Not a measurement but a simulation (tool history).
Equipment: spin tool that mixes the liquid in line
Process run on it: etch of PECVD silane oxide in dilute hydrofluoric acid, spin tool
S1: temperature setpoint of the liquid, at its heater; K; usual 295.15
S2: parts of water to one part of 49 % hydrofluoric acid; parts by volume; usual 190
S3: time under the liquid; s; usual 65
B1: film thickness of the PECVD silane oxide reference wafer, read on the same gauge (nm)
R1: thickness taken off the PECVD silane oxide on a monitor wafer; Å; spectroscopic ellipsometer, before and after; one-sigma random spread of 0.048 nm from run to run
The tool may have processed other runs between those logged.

Run 1, hour 0.0: usual settings but S3 80 s; B1 30.00. Result: R1 98.5 Å.
Run 2, hour 20.9: usual settings but S3 80 s; B1 30.00. Result: R1 98.1 Å.
Run 3, hour 49.4: usual settings; B1 29.98. Result: R1 79.4 Å.
Run 4, hour 67.7: usual settings; B1 30.01. Result: R1 80.3 Å.
Run 5, hour 99.4: usual settings; B1 30.00. Result: R1 80.9 Å.
Run 6, hour 133.9: usual settings; B1 30.00. Result: R1 79.6 Å.
Run 7, hour 168.9: usual settings; B1 30.00. Result: R1 81.7 Å.
Run 8, hour 190.7: usual settings; B1 30.04. Result: R1 80.6 Å.
Run 9, hour 214.4: usual settings; B1 30.00. Result: R1 81.0 Å.
Run 10, hour 237.9: usual settings but S3 95 s; B1 30.00. Result: R1 117.9 Å.
Run 11, hour 270.7: usual settings; B1 29.99. Result: R1 80.8 Å.
At hour 284.4: hydrofluoric acid flow meter replaced.
Run 12, hour 298.0: usual settings; B1 29.98. Result: R1 81.3 Å.
Run 13, hour 328.6: usual settings; B1 29.98. Result: R1 81.3 Å.
Run 14, hour 350.2: usual settings but S1 291.65 K, S3 85 s; B1 29.99. Result: R1 92.6 Å.
Run 15, hour 369.8: usual settings; B1 30.02. Result: R1 81.8 Å.
Run 16, hour 382.2: usual settings; B1 30.03. Result: R1 81.7 Å.
At hour 387.0: thermometer replaced.
At hour 402.2: gauge calibrated.
Run 17, hour 408.2: usual settings; B1 30.00. Result: R1 74.7 Å.
Run 18, hour 428.7: usual settings but S1 293.65 K; B1 30.00. Result: R1 70.2 Å.
Run 19, hour 454.1: usual settings but S1 292.65 K, S2 165 parts by volume, S3 95 s; B1 30.00. Result: R1 115.9 Å.
Run 20, hour 466.2: usual settings but S1 293.65 K, S2 110 parts by volume, S3 100 s; B1 30.01. Result: R1 205.0 Å.
Run 21, hour 499.0: usual settings but S3 45 s; B1 30.00. Result: R1 51.9 Å.

Run 22 is up next; what results do you expect?
Run 22, hour 516.3: usual settings but S1 291.15 K, S2 130 parts by volume, S3 90 s; B1 ?. Result: R1 ?.

B1: 29.99
R1: 137.8 Å
Take away the tool's hidden state, keep the run-to-run variation as it was, and the same run would have given R1 135.8 Å.
